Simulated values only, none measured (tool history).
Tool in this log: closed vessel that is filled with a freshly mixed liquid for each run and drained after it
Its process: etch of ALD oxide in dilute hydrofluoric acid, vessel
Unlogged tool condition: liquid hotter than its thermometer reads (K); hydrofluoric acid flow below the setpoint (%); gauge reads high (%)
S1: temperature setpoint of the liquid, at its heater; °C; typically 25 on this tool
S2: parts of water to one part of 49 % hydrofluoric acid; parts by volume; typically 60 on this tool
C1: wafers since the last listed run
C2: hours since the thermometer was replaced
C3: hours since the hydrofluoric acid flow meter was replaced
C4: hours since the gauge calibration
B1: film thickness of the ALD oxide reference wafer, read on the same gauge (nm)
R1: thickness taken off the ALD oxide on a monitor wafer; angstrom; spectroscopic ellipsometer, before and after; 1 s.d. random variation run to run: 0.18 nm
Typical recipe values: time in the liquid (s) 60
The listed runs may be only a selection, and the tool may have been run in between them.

{"run": 1, "day": 0.0, "S1": 26.5, "S2": 60, "time in the liquid (s)": 60, "C1": 0, "C2": 423.1, "C3": 1282.8, "C4": 128.2, "B1": 40, "R1": 228.7}
{"run": 2, "day": 1.308, "S1": 26.5, "S2": 60, "time in the liquid (s)": 60, "C1": 2303, "C2": 454.5, "C3": 1314.2, "C4": 159.6, "B1": 39.99, "R1": 234}
{"run": 3, "day": 2.567, "S1": 26.5, "S2": 60, "time in the liquid (s)": 60, "C1": 2215, "C2": 484.7, "C3": 1344.4, "C4": 189.8, "B1": 40.04, "R1": 229.6}
{"run": 4, "day": 3.275, "S1": 25, "S2": 60, "time in the liquid (s)": 60, "C1": 1247, "C2": 501.7, "C3": 1361.4, "C4": 206.8, "B1": 39.99, "R1": 216.7}
{"run": 5, "day": 4.133, "S1": 25, "S2": 60, "time in the liquid (s)": 60, "C1": 1511, "C2": 522.3, "C3": 1382, "C4": 227.4, "B1": 40.03, "R1": 218.3}
{"day": 5.9, "done": "hydrofluoric acid flow meter replaced"}
{"run": 6, "day": 7.042, "S1": 25, "S2": 60, "time in the liquid (s)": 60, "C1": 5048, "C2": 592.1, "C3": 27.4, "C4": 297.2, "B1": 40.01, "R1": 220.6}
{"run": 7, "day": 8.083, "S1": 25, "S2": 60, "time in the liquid (s)": 60, "C1": 1834, "C2": 617.1, "C3": 52.4, "C4": 322.2, "B1": 39.99, "R1": 222.1}
{"run": 8, "day": 9.354, "S1": 22, "S2": 70, "time in the liquid (s)": 60, "C1": 2237, "C2": 647.6, "C3": 82.9, "C4": 352.7, "B1": 40, "R1": 168.4}
{"run": 9, "day": 10.183, "S1": 28.5, "S2": 35, "time in the liquid (s)": 40, "C1": 1460, "C2": 667.5, "C3": 102.8, "C4": 372.6, "B1": 40.02, "R1": 300.7}
{"day": 10.75, "done": "thermometer replaced"}
{"run": 10, "day": 11.279, "S1": 29, "S2": 60, "time in the liquid (s)": 45, "C1": 1856, "C2": 12.7, "C3": 129.1, "C4": 398.9, "B1": 40, "R1": 180.3}
{"day": 12.121, "done": "gauge calibrated"}
{"run": 11, "day": 12.538, "S1": 29.5, "S2": 60, "time in the liquid (s)": 75, "C1": 2215, "C2": 42.9, "C3": 159.3, "C4": 10, "B1": 39.96, "R1": 309.6}
{"run": 12, "day": 13.062, "S1": 25, "S2": 60, "time in the liquid (s)": 60, "C1": 924, "C2": 55.5, "C3": 171.9, "C4": 22.6, "B1": 39.96, "R1": 205.5}
{"run": 13, "day": 14.212, "S1": 25, "S2": 60, "time in the liquid (s)": 60, "C1": 2025, "C2": 83.1, "C3": 199.5, "C4": 50.2, "B1": 40, "R1": 202.4}
{"run": 14, "day": 15.254, "S1": 27.5, "S2": 60, "time in the liquid (s)": 60, "C1": 1834, "C2": 108.1, "C3": 224.5, "C4": 75.2, "B1": 39.97, "R1": 226.3}
{"run": 15, "day": 15.908, "S1": 25, "S2": 45, "time in the liquid (s)": 85, "C1": 1151, "C2": 123.8, "C3": 240.2, "C4": 90.9, "B1": 40, "R1": 392.8}

Each row is a separate what-if for the run after 15, all from the same tool condition, not one after another. Results?
{"run": "A", "day": 15.938, "S1": 25, "S2": 60, "time in the liquid (s)": 60, "C1": 51, "C2": 124.5, "C3": 240.9, "C4": 91.6, "B1": "?", "R1": "?"}
{"run": "B", "day": 15.938, "S1": 28, "S2": 70, "time in the liquid (s)": 35, "C1": 51, "C2": 124.5, "C3": 240.9, "C4": 91.6, "B1": "?", "R1": "?"}
{"run": "C", "day": 15.938, "S1": 22, "S2": 40, "time in the liquid (s)": 50, "C1": 51, "C2": 124.5, "C3": 240.9, "C4": 91.6, "B1": "?", "R1": "?"}

run=A B1=39.99 R1=204.8
run=B B1=39.99 R1=113.7
run=C B1=39.99 R1=232.3
Stripped of hidden state, with their random variation kept, the same runs would have yielded:
run=A R1=201.3
run=B R1=111.9
run=C R1=228.2
